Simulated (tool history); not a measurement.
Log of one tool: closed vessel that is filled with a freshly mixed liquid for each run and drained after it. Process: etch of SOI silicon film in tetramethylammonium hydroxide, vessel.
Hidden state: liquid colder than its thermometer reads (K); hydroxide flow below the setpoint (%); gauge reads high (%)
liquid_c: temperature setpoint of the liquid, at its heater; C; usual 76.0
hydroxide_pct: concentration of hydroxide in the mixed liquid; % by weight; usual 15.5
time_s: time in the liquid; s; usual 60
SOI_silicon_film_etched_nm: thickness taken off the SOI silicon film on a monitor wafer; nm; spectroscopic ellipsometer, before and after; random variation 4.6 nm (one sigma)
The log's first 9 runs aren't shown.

run	hour	liquid_c	hydroxide_pct	time_s	wafers since the last listed run	hours since the thermometer was replaced	hours since the hydroxide flow meter was replaced	hours since the gauge calibration	read-back film thickness of the SOI silicon film reference wafer, read on the same gauge (nm)	SOI_silicon_film_etched_nm
# hour 610.6: hydroxide flow meter replaced, repeated, since the last time left the tool worse
# hour 613.4: gauge calibrated
10	659.5	74.5	15.5	60	10098	327.2	48.9	46.1	150.00	444.45
11	699.3	76.0	15.5	60	4031	367.0	88.7	85.9	149.99	483.02
12	742.1	81.0	13.5	60	4335	409.8	131.5	128.7	150.00	690.80
13	793.2	78.0	15.5	70	5175	460.9	182.6	179.8	149.99	635.84
14	886.2	69.0	15.5	70	9419	553.9	275.6	272.8	150.00	378.17
15	923.4	80.5	17.5	60	3767	591.1	312.8	310.0	149.99	588.54
16	1021.7	82.5	11.5	30	9956	689.4	411.1	408.3	150.01	403.21
17	1087.0	71.0	18.0	60	6614	754.7	476.4	473.6	150.02	354.43
18	1149.1	80.5	13.5	90	6290	816.8	538.5	535.7	150.00	1016.11
19	1257.1	76.0	15.5	60	10939	924.8	646.5	643.7	150.00	488.43
20	1361.5	69.5	13.5	45	10574	1029.2	750.9	748.1	149.99	268.95
21	1405.7	68.5	15.5	35	4476	1073.4	795.1	792.3	150.00	182.81
22	1497.7	76.0	15.5	60	9318	1165.4	887.1	884.3	150.00	493.63
23	1543.2	76.0	15.5	60	4608	1210.9	932.6	929.8	150.02	491.81
24	1633.2	76.0	15.5	60	9116	1300.9	1022.6	1019.8	149.99	489.15
25	1717.9	79.5	15.5	50	8579	1385.6	1107.3	1104.5	150.01	492.96
26	1773.8	74.0	17.0	75	5662	1441.5	1163.2	1160.4	150.02	523.91
27	1865.8	76.0	17.5	45	9318	1533.5	1255.2	1252.4	149.98	356.92
28	1959.1	83.5	19.0	60	9450	1626.8	1348.5	1345.7	149.99	687.14
29	2024.7	76.0	12.0	60	6644	1692.4	1414.1	1411.3	150.01	558.57
30	2128.3	70.5	13.0	60	10493	1796.0	1517.7	1514.9	150.02	394.47
31	2235.1	76.0	13.5	45	10817	1902.8	1624.5	1621.7	149.99	402.86
32	2337.3	80.5	15.5	60	10351	2005.0	1726.7	1723.9	149.98	636.91
33	2386.3	69.5	15.5	60	4963	2054.0	1775.7	1772.9	149.98	349.17
# hour 2412.0: thermometer replaced
34	2484.0	76.0	17.5	60	9794	72.0	1873.4	1870.6	150.01	472.84

Forecast each of these 3 alternatives for the next run:
A	2484.7	76.0	15.5	85	70	72.7	1874.1	1871.3	?	?
B	2484.7	80.5	15.5	50	70	72.7	1874.1	1871.3	?	?
C	2484.7	83.0	19.0	40	70	72.7	1874.1	1871.3	?	?

run	read-back film thickness of the SOI silicon film reference wafer, read on the same gauge (nm)	SOI_silicon_film_etched_nm
A	149.99	718.19
B	149.99	543.50
C	149.99	460.96
Without the tool's hidden state the same runs would have given:
run	SOI_silicon_film_etched_nm
A	697.73
B	528.01
C	448.43
